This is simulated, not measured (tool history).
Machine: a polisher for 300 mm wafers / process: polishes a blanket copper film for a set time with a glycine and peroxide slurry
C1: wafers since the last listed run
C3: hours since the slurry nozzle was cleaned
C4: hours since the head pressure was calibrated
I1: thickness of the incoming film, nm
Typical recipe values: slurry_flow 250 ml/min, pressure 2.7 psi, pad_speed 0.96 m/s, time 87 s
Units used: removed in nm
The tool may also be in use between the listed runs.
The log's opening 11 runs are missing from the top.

Run 12, hour 400.5: usual settings; C1 132; wafers polished on this pad 755; C3 92.3; C4 1029.3; I1 1378.7. Result: removed 374.7 nm.
Run 13, hour 429.8: usual settings; C1 320; wafers polished on this pad 1076; C3 121.6; C4 1058.6; I1 1354.5. Result: removed 365.9 nm.
Run 14, hour 460.3: usual settings; C1 333; wafers polished on this pad 1409; C3 152.1; C4 1089.1; I1 1377.5. Result: removed 363.2 nm.
Run 15, hour 479.1: usual settings; C1 205; wafers polished on this pad 1615; C3 170.9; C4 1107.9; I1 1374.6. Result: removed 344.9 nm.
Run 16, hour 500.1: usual settings; C1 229; wafers polished on this pad 1844; C3 191.9; C4 1128.9; I1 1396.8. Result: removed 349.5 nm.
At hour 523.2: worn pad replaced by a new one.
Run 17, hour 533.2: usual settings but pad_speed 0.80 m/s; C1 318; wafers polished on this pad 109; C3 225.0; C4 1162.0; I1 1363.4. Result: removed 329.4 nm.
Run 18, hour 554.3: usual settings; C1 230; wafers polished on this pad 340; C3 246.1; C4 1183.1; I1 1384.0. Result: removed 369.6 nm.
Run 19, hour 568.1: usual settings but pad_speed 1.20 m/s; C1 150; wafers polished on this pad 490; C3 259.9; C4 1196.9; I1 1360.3. Result: removed 434.3 nm.
Run 20, hour 599.5: usual settings but slurry_flow 185 ml/min, pad_speed 1.08 m/s; C1 343; wafers polished on this pad 834; C3 291.3; C4 1228.3; I1 1378.2. Result: removed 382.1 nm.
Run 21, hour 633.6: usual settings but slurry_flow 330 ml/min, pressure 3.2 psi, pad_speed 1.28 m/s, time 66 s; C1 372; wafers polished on this pad 1207; C3 325.4; C4 1262.4; I1 1356.9. Result: removed 415.9 nm.
At hour 659.4: head pressure recalibrated.
Run 22, hour 661.2: usual settings; C1 279; wafers polished on this pad 1486; C3 353.0; C4 1.8; I1 1367.5. Result: removed 354.6 nm.
Run 23, hour 685.8: usual settings but slurry_flow 270 ml/min; C1 268; wafers polished on this pad 1755; C3 377.6; C4 26.4; I1 1380.6. Result: removed 352.0 nm.
Run 24, hour 701.3: usual settings but time 102 s; C1 169; wafers polished on this pad 1925; C3 393.1; C4 41.9; I1 1356.2. Result: removed 419.2 nm.
At hour 706.2: worn pad replaced by a new one.
Run 25, hour 716.8: usual settings but slurry_flow 210 ml/min, pressure 3.4 psi, time 78 s; C1 125; wafers polished on this pad 115; C3 408.6; C4 57.4; I1 1371.8. Result: removed 398.3 nm.
Run 26, hour 730.4: usual settings but time 79 s; C1 148; wafers polished on this pad 264; C3 422.2; C4 71.0; I1 1371.1. Result: removed 348.0 nm.
At hour 742.8: slurry nozzle cleaned.
Run 27, hour 747.6: usual settings but slurry_flow 325 ml/min, pressure 2.1 psi, time 73 s; C1 177; wafers polished on this pad 441; C3 4.8; C4 88.2; I1 1368.2. Result: removed 255.5 nm.
Run 28, hour 775.4: usual settings but pad_speed 0.74 m/s; C1 303; wafers polished on this pad 745; C3 32.6; C4 116.0; I1 1367.4. Result: removed 313.7 nm.
Run 29, hour 802.2: usual settings; C1 292; wafers polished on this pad 1038; C3 59.4; C4 142.8; I1 1352.5. Result: removed 364.4 nm.
Run 30, hour 836.0: usual settings but pressure 2.0 psi; C1 369; wafers polished on this pad 1408; C3 93.2; C4 176.6; I1 1369.2. Result: removed 282.5 nm.
Run 31, hour 861.1: usual settings; C1 274; wafers polished on this pad 1682; C3 118.3; C4 201.7; I1 1361.1. Result: removed 364.1 nm.
Run 32, hour 886.8: usual settings but slurry_flow 220 ml/min, pad_speed 1.22 m/s, time 74 s; C1 280; wafers polished on this pad 1963; C3 144.0; C4 227.4; I1 1374.8. Result: removed 354.3 nm.
Run 33, hour 909.6: usual settings; C1 249; wafers polished on this pad 2212; C3 166.8; C4 250.2; I1 1377.7. Result: removed 348.9 nm.
At hour 922.2: worn pad replaced by a new one.
Run 34, hour 943.7: usual settings but slurry_flow 295 ml/min, pad_speed 1.08 m/s, time 70 s; C1 329; wafers polished on this pad 234; C3 200.9; C4 284.3; I1 1389.4. Result: removed 333.5 nm.

3 ways to go on from here, each from the tool as it stands after run 34. What would each give?
Run A, hour 944.1: usual settings but slurry_flow 215 ml/min; C1 4; wafers polished on this pad 239; C3 201.3; C4 284.7; I1 1341.3. Result: removed ?.
Run B, hour 944.1: usual settings but slurry_flow 335 ml/min, pressure 3.5 psi; C1 4; wafers polished on this pad 239; C3 201.3; C4 284.7; I1 1341.3. Result: removed ?.
Run C, hour 944.1: usual settings but slurry_flow 180 ml/min, pad_speed 0.74 m/s; C1 4; wafers polished on this pad 239; C3 201.3; C4 284.7; I1 1341.3. Result: removed ?.

run  removed
  A    364.7
  B    466.7
  C    297.8
Take away the tool's hidden state, keep each run's random variation, and the runs would have read:
run  removed
  A    370.5
  B    474.1
  C    302.5
